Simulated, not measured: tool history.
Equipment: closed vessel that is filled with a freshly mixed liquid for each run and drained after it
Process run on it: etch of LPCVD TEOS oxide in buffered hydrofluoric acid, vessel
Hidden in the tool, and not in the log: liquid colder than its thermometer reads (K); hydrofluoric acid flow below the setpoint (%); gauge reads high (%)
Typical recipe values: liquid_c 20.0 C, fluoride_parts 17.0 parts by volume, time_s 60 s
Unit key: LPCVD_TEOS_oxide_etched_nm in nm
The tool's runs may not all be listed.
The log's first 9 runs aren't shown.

run	day	liquid_c	fluoride_parts	time_s	wafers since the last listed run	hours since the thermometer was replaced	hours since the hydrofluoric acid flow meter was replaced	hours since the gauge calibration	read-back film thickness of the LPCVD TEOS oxide reference wafer, read on the same gauge (nm)	LPCVD_TEOS_oxide_etched_nm
10	4.442	20.0	17.0	50	1483	2565.5	28.2	277.7	90.00	51.83
11	4.942	20.0	17.0	50	1678	2577.5	40.2	289.7	90.00	51.94
12	5.221	20.0	17.0	60	937	2584.2	46.9	296.4	89.99	62.14
13	5.567	20.0	14.5	60	1161	2592.5	55.2	304.7	90.00	72.89
14	5.983	20.0	22.5	60	1399	2602.5	65.2	314.7	89.98	49.36
15	6.608	20.0	22.5	60	2098	2617.5	80.2	329.7	90.02	49.00
16	7.104	17.0	14.0	50	1664	2629.4	92.1	341.6	89.98	52.97
# day 7.262: gauge calibrated
17	7.375	22.0	12.0	30	909	2635.9	98.6	2.7	89.98	49.06
18	8.442	20.0	10.0	60	3581	2661.5	124.2	28.3	90.02	103.87
19	9.067	20.0	22.5	60	2098	2676.5	139.2	43.3	90.00	48.93
20	9.658	22.0	17.0	60	1986	2690.7	153.4	57.5	90.02	69.36
21	9.929	17.0	17.0	60	909	2697.2	159.9	64.0	90.02	52.16
22	10.383	20.0	17.0	50	1525	2708.1	170.8	74.9	90.00	51.64
# day 10.579: thermometer replaced
23	10.804	20.0	17.0	60	1273	5.4	180.9	85.0	90.00	61.67
24	11.233	20.0	22.5	85	1441	15.7	191.2	95.3	89.99	69.13
25	11.912	20.0	17.0	85	2280	32.0	207.5	111.6	89.99	87.99
26	12.475	22.5	22.0	60	1888	45.5	221.0	125.1	89.98	57.08
27	13.088	20.0	17.0	80	2056	60.2	235.7	139.8	90.02	82.13
28	13.600	23.5	10.5	60	1720	72.5	248.0	152.1	89.99	119.87
29	14.012	20.0	17.0	75	1385	82.4	257.9	162.0	90.00	76.51
30	14.529	17.0	13.0	30	1734	94.8	270.3	174.4	90.04	33.95
31	14.958	20.0	17.0	60	1441	105.1	280.6	184.7	90.02	61.35
32	15.283	20.0	21.5	60	1091	112.9	288.4	192.5	89.98	50.42
33	15.571	20.0	17.0	70	965	119.8	295.3	199.4	89.97	71.10
34	15.867	20.0	11.5	60	993	126.9	302.4	206.5	90.05	89.75

Branching from run 34: 3 alternative next runs. What would each branch give?
A	15.896	24.5	17.0	60	97	127.6	303.1	207.2	?	?
B	15.896	20.0	17.0	95	97	127.6	303.1	207.2	?	?
C	15.896	18.0	23.5	95	97	127.6	303.1	207.2	?	?

run	read-back film thickness of the LPCVD TEOS oxide reference wafer, read on the same gauge (nm)	LPCVD_TEOS_oxide_etched_nm
A	90.03	78.50
B	90.03	96.90
C	90.03	66.66
Had the tool no hidden state, the same runs would have come out as:
run	LPCVD_TEOS_oxide_etched_nm
A	81.41
B	100.51
C	68.40

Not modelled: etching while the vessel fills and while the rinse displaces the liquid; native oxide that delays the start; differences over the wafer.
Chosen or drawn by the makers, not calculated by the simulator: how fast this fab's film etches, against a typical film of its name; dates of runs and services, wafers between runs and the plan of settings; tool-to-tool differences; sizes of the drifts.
